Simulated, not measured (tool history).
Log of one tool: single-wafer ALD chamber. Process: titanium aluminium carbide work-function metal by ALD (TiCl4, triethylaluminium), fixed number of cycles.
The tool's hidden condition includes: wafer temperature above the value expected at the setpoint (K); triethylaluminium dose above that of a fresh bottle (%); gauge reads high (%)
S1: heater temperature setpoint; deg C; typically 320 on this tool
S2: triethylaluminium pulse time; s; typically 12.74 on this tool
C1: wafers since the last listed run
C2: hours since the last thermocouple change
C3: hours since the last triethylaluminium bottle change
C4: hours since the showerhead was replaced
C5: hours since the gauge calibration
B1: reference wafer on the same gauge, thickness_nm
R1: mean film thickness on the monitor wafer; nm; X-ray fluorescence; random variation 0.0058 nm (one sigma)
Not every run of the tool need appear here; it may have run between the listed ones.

{"run": 1, "hour": 0.0, "S1": 320, "S2": 12.74, "C1": 0, "C2": 2152.8, "C3": 1543.7, "C4": 3104.1, "C5": 244.7, "B1": 2.29, "R1": 2.234}
{"run": 2, "hour": 23.4, "S1": 312, "S2": 12.74, "C1": 179, "C2": 2176.2, "C3": 1567.1, "C4": 3127.5, "C5": 268.1, "B1": 2.29, "R1": 2.164}
{"run": 3, "hour": 53.1, "S1": 312, "S2": 12.74, "C1": 227, "C2": 2205.9, "C3": 1596.8, "C4": 3157.2, "C5": 297.8, "B1": 2.291, "R1": 2.178}
{"run": 4, "hour": 85.4, "S1": 312, "S2": 12.74, "C1": 247, "C2": 2238.2, "C3": 1629.1, "C4": 3189.5, "C5": 330.1, "B1": 2.288, "R1": 2.171}
{"run": 5, "hour": 103.1, "S1": 320, "S2": 12.74, "C1": 135, "C2": 2255.9, "C3": 1646.8, "C4": 3207.2, "C5": 347.8, "B1": 2.29, "R1": 2.232}
{"run": 6, "hour": 116.3, "S1": 320, "S2": 12.74, "C1": 101, "C2": 2269.1, "C3": 1660.0, "C4": 3220.4, "C5": 361.0, "B1": 2.289, "R1": 2.235}
{"run": 7, "hour": 142.9, "S1": 320, "S2": 12.74, "C1": 203, "C2": 2295.7, "C3": 1686.6, "C4": 3247.0, "C5": 387.6, "B1": 2.291, "R1": 2.229}
{"run": 8, "hour": 168.6, "S1": 320, "S2": 12.74, "C1": 196, "C2": 2321.4, "C3": 1712.3, "C4": 3272.7, "C5": 413.3, "B1": 2.29, "R1": 2.23}
{"run": 9, "hour": 204.5, "S1": 320, "S2": 12.74, "C1": 275, "C2": 2357.3, "C3": 1748.2, "C4": 3308.6, "C5": 449.2, "B1": 2.291, "R1": 2.237}
{"run": 10, "hour": 226.4, "S1": 320, "S2": 12.74, "C1": 167, "C2": 2379.2, "C3": 1770.1, "C4": 3330.5, "C5": 471.1, "B1": 2.29, "R1": 2.223}
{"run": 11, "hour": 242.2, "S1": 320, "S2": 12.74, "C1": 121, "C2": 2395.0, "C3": 1785.9, "C4": 3346.3, "C5": 486.9, "B1": 2.29, "R1": 2.242}
{"hour": 253.6, "done": "thermocouple changed; heater temperature recalibrated"}
{"run": 12, "hour": 257.6, "S1": 328, "S2": 12.74, "C1": 56, "C2": 4.0, "C3": 1801.3, "C4": 3361.7, "C5": 502.3, "B1": 2.29, "R1": 2.302}
{"run": 13, "hour": 364.2, "S1": 328, "S2": 12.74, "C1": 816, "C2": 110.6, "C3": 1907.9, "C4": 3468.3, "C5": 608.9, "B1": 2.292, "R1": 2.296}
{"hour": 381.1, "done": "gauge calibrated"}
{"run": 14, "hour": 383.4, "S1": 332, "S2": 9.38, "C1": 147, "C2": 129.8, "C3": 1927.1, "C4": 3487.5, "C5": 2.3, "B1": 2.29, "R1": 2.294}
{"run": 15, "hour": 398.4, "S1": 328, "S2": 12.74, "C1": 114, "C2": 144.8, "C3": 1942.1, "C4": 3502.5, "C5": 17.3, "B1": 2.29, "R1": 2.284}
{"run": 16, "hour": 415.9, "S1": 320, "S2": 12.74, "C1": 134, "C2": 162.3, "C3": 1959.6, "C4": 3520.0, "C5": 34.8, "B1": 2.29, "R1": 2.235}
{"run": 17, "hour": 446.1, "S1": 320, "S2": 9.13, "C1": 231, "C2": 192.5, "C3": 1989.8, "C4": 3550.2, "C5": 65.0, "B1": 2.291, "R1": 2.209}
{"run": 18, "hour": 476.0, "S1": 320, "S2": 12.74, "C1": 229, "C2": 222.4, "C3": 2019.7, "C4": 3580.1, "C5": 94.9, "B1": 2.291, "R1": 2.224}
{"hour": 502.6, "done": "showerhead replaced"}
{"run": 19, "hour": 503.1, "S1": 320, "S2": 12.74, "C1": 146, "C2": 249.5, "C3": 2046.8, "C4": 0.5, "C5": 122.0, "B1": 2.29, "R1": 2.235}
{"hour": 527.7, "done": "triethylaluminium bottle replaced"}
{"run": 20, "hour": 532.9, "S1": 320, "S2": 15.29, "C1": 167, "C2": 279.3, "C3": 5.2, "C4": 30.3, "C5": 151.8, "B1": 2.29, "R1": 2.244}
{"run": 21, "hour": 553.2, "S1": 330, "S2": 8.81, "C1": 155, "C2": 299.6, "C3": 25.5, "C4": 50.6, "C5": 172.1, "B1": 2.292, "R1": 2.269}
{"run": 22, "hour": 588.9, "S1": 333, "S2": 15.6, "C1": 273, "C2": 335.3, "C3": 61.2, "C4": 86.3, "C5": 207.8, "B1": 2.29, "R1": 2.354}
{"run": 23, "hour": 614.1, "S1": 311, "S2": 15.29, "C1": 193, "C2": 360.5, "C3": 86.4, "C4": 111.5, "C5": 233.0, "B1": 2.291, "R1": 2.167}
{"run": 24, "hour": 641.1, "S1": 320, "S2": 12.74, "C1": 206, "C2": 387.5, "C3": 113.4, "C4": 138.5, "C5": 260.0, "B1": 2.289, "R1": 2.241}
{"run": 25, "hour": 720.6, "S1": 330, "S2": 16.52, "C1": 609, "C2": 467.0, "C3": 192.9, "C4": 218.0, "C5": 339.5, "B1": 2.29, "R1": 2.332}
{"run": 26, "hour": 749.4, "S1": 320, "S2": 12.74, "C1": 220, "C2": 495.8, "C3": 221.7, "C4": 246.8, "C5": 368.3, "B1": 2.29, "R1": 2.23}
{"run": 27, "hour": 767.8, "S1": 320, "S2": 9.95, "C1": 140, "C2": 514.2, "C3": 240.1, "C4": 265.2, "C5": 386.7, "B1": 2.291, "R1": 2.2}
{"run": 28, "hour": 793.0, "S1": 307, "S2": 17.15, "C1": 193, "C2": 539.4, "C3": 265.3, "C4": 290.4, "C5": 411.9, "B1": 2.29, "R1": 2.143}
{"run": 29, "hour": 818.5, "S1": 320, "S2": 15.95, "C1": 195, "C2": 564.9, "C3": 290.8, "C4": 315.9, "C5": 437.4, "B1": 2.289, "R1": 2.244}
{"run": 30, "hour": 843.9, "S1": 320, "S2": 15.95, "C1": 194, "C2": 590.3, "C3": 316.2, "C4": 341.3, "C5": 462.8, "B1": 2.29, "R1": 2.239}
{"run": 31, "hour": 872.3, "S1": 330, "S2": 12.74, "C1": 217, "C2": 618.7, "C3": 344.6, "C4": 369.7, "C5": 491.2, "B1": 2.29, "R1": 2.302}
{"run": 32, "hour": 907.9, "S1": 330, "S2": 7.74, "C1": 272, "C2": 654.3, "C3": 380.2, "C4": 405.3, "C5": 526.8, "B1": 2.29, "R1": 2.245}

5 ways to go on from here, each from the tool as it stands after run 32. What would each give?
{"run": "A", "hour": 908.3, "S1": 320, "S2": 8.55, "C1": 3, "C2": 654.7, "C3": 380.6, "C4": 405.7, "C5": 527.2, "B1": "?", "R1": "?"}
{"run": "B", "hour": 908.3, "S1": 311, "S2": 12.74, "C1": 3, "C2": 654.7, "C3": 380.6, "C4": 405.7, "C5": 527.2, "B1": "?", "R1": "?"}
{"run": "C", "hour": 908.3, "S1": 312, "S2": 15.81, "C1": 3, "C2": 654.7, "C3": 380.6, "C4": 405.7, "C5": 527.2, "B1": "?", "R1": "?"}
{"run": "D", "hour": 908.3, "S1": 320, "S2": 8.25, "C1": 3, "C2": 654.7, "C3": 380.6, "C4": 405.7, "C5": 527.2, "B1": "?", "R1": "?"}
{"run": "E", "hour": 908.3, "S1": 308, "S2": 9.66, "C1": 3, "C2": 654.7, "C3": 380.6, "C4": 405.7, "C5": 527.2, "B1": "?", "R1": "?"}

run=A B1=2.290 R1=2.187
run=B B1=2.290 R1=2.160
run=C B1=2.290 R1=2.182
run=D B1=2.290 R1=2.182
run=E B1=2.290 R1=2.108
What these runs would have given with no unlogged condition in the tool:
run=A R1=2.187
run=B R1=2.160
run=C R1=2.182
run=D R1=2.182
run=E R1=2.108
